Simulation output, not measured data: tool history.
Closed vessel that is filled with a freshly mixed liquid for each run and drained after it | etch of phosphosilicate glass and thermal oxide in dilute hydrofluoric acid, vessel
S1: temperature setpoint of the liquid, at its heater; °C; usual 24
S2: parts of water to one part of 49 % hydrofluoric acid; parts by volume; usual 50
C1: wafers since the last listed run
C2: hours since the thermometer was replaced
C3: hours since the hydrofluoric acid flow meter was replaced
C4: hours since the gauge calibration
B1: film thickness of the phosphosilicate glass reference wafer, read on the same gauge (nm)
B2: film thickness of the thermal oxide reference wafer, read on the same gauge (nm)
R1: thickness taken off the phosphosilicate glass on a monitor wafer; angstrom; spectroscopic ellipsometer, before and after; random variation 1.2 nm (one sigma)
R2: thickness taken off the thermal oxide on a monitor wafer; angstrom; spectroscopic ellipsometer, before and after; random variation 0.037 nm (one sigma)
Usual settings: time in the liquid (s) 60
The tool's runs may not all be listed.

{"run": 1, "hour": 0.0, "S1": 24, "S2": 50, "time in the liquid (s)": 70, "C1": 0, "C2": 415.1, "C3": 545.3, "C4": 91.5, "B1": 110.05, "B2": 150.02, "R1": 1901, "R2": 63.7}
{"run": 2, "hour": 18.6, "S1": 24, "S2": 50, "time in the liquid (s)": 70, "C1": 2458, "C2": 433.7, "C3": 563.9, "C4": 110.1, "B1": 109.98, "B2": 150, "R1": 1899.2, "R2": 63.8}
{"run": 3, "hour": 51.8, "S1": 24, "S2": 50, "time in the liquid (s)": 80, "C1": 4388, "C2": 466.9, "C3": 597.1, "C4": 143.3, "B1": 109.95, "B2": 149.99, "R1": 2156.2, "R2": 72.9}
{"run": 4, "hour": 81.1, "S1": 24, "S2": 50, "time in the liquid (s)": 80, "C1": 3872, "C2": 496.2, "C3": 626.4, "C4": 172.6, "B1": 109.98, "B2": 150.03, "R1": 2156, "R2": 71.8}
{"run": 5, "hour": 100.1, "S1": 24, "S2": 50, "time in the liquid (s)": 80, "C1": 2511, "C2": 515.2, "C3": 645.4, "C4": 191.6, "B1": 110.02, "B2": 149.99, "R1": 2143.5, "R2": 72.3}
{"run": 6, "hour": 122.7, "S1": 24, "S2": 50, "time in the liquid (s)": 60, "C1": 2987, "C2": 537.8, "C3": 668, "C4": 214.2, "B1": 110.02, "B2": 150.01, "R1": 1623.6, "R2": 54.3}
{"run": 7, "hour": 137.7, "S1": 24, "S2": 50, "time in the liquid (s)": 60, "C1": 1982, "C2": 552.8, "C3": 683, "C4": 229.2, "B1": 109.98, "B2": 150.01, "R1": 1603.3, "R2": 54.3}
{"run": 8, "hour": 150.8, "S1": 24, "S2": 50, "time in the liquid (s)": 60, "C1": 1731, "C2": 565.9, "C3": 696.1, "C4": 242.3, "B1": 109.99, "B2": 149.99, "R1": 1588.4, "R2": 54}
{"run": 9, "hour": 174.5, "S1": 24, "S2": 50, "time in the liquid (s)": 85, "C1": 3132, "C2": 589.6, "C3": 719.8, "C4": 266, "B1": 109.94, "B2": 150.06, "R1": 2275.9, "R2": 75.6}
{"run": 10, "hour": 195.6, "S1": 24, "S2": 50, "time in the liquid (s)": 75, "C1": 2788, "C2": 610.7, "C3": 740.9, "C4": 287.1, "B1": 110.02, "B2": 149.98, "R1": 1982, "R2": 67.3}
{"hour": 199.8, "done": "thermometer replaced"}
{"run": 11, "hour": 267.9, "S1": 24, "S2": 50, "time in the liquid (s)": 75, "C1": 9424, "C2": 68.1, "C3": 813.2, "C4": 359.4, "B1": 109.97, "B2": 150.06, "R1": 2101.8, "R2": 70.4}
{"run": 12, "hour": 285.9, "S1": 24, "S2": 50, "time in the liquid (s)": 75, "C1": 2379, "C2": 86.1, "C3": 831.2, "C4": 377.4, "B1": 110.04, "B2": 150.02, "R1": 2133.2, "R2": 70.7}
{"run": 13, "hour": 308.4, "S1": 24, "S2": 30, "time in the liquid (s)": 60, "C1": 2973, "C2": 108.6, "C3": 853.7, "C4": 399.9, "B1": 109.95, "B2": 149.98, "R1": 2864.5, "R2": 95.9}
{"run": 14, "hour": 338.6, "S1": 20, "S2": 50, "time in the liquid (s)": 50, "C1": 3991, "C2": 138.8, "C3": 883.9, "C4": 430.1, "B1": 110.01, "B2": 149.95, "R1": 1192.2, "R2": 39.4}
{"run": 15, "hour": 355.4, "S1": 24, "S2": 50, "time in the liquid (s)": 60, "C1": 2220, "C2": 155.6, "C3": 900.7, "C4": 446.9, "B1": 110, "B2": 150.02, "R1": 1669.5, "R2": 56.3}
{"hour": 374.1, "done": "hydrofluoric acid flow meter replaced"}
{"run": 16, "hour": 381.4, "S1": 20, "S2": 50, "time in the liquid (s)": 60, "C1": 3304, "C2": 181.6, "C3": 7.3, "C4": 472.9, "B1": 110.01, "B2": 149.99, "R1": 1413.1, "R2": 47.4}
{"hour": 383.5, "done": "gauge calibrated"}
{"run": 17, "hour": 404.9, "S1": 24, "S2": 50, "time in the liquid (s)": 80, "C1": 3106, "C2": 205.1, "C3": 30.8, "C4": 21.4, "B1": 110.02, "B2": 149.95, "R1": 2232.3, "R2": 74.9}
{"run": 18, "hour": 426.9, "S1": 19.5, "S2": 25, "time in the liquid (s)": 80, "C1": 2907, "C2": 227.1, "C3": 52.8, "C4": 43.4, "B1": 110, "B2": 149.98, "R1": 3783.5, "R2": 127.7}
{"run": 19, "hour": 453.6, "S1": 24, "S2": 50, "time in the liquid (s)": 60, "C1": 3529, "C2": 253.8, "C3": 79.5, "C4": 70.1, "B1": 109.98, "B2": 150.02, "R1": 1668, "R2": 55.7}
{"run": 20, "hour": 474.6, "S1": 25.5, "S2": 35, "time in the liquid (s)": 35, "C1": 2775, "C2": 274.8, "C3": 100.5, "C4": 91.1, "B1": 110.01, "B2": 150.01, "R1": 1502.6, "R2": 50}
{"run": 21, "hour": 507.9, "S1": 26.5, "S2": 50, "time in the liquid (s)": 40, "C1": 4401, "C2": 308.1, "C3": 133.8, "C4": 124.4, "B1": 109.94, "B2": 150.02, "R1": 1214.9, "R2": 41}
{"run": 22, "hour": 542.6, "S1": 24, "S2": 50, "time in the liquid (s)": 60, "C1": 4586, "C2": 342.8, "C3": 168.5, "C4": 159.1, "B1": 109.96, "B2": 150.02, "R1": 1622.6, "R2": 55}

The next listed run, before its measurement:
{"run": 23, "hour": 601.3, "S1": 28.5, "S2": 75, "time in the liquid (s)": 60, "C1": 7758, "C2": 401.5, "C3": 227.2, "C4": 217.8, "B1": "?", "B2": "?", "R1": "?", "R2": "?"}

Run 23 gave B1 109.96, B2 150, R1 1258 angstrom, R2 42.5 angstrom.
Without the tool's hidden state the same run would have given R1 1305.5 angstrom, R2 44.1 angstrom.
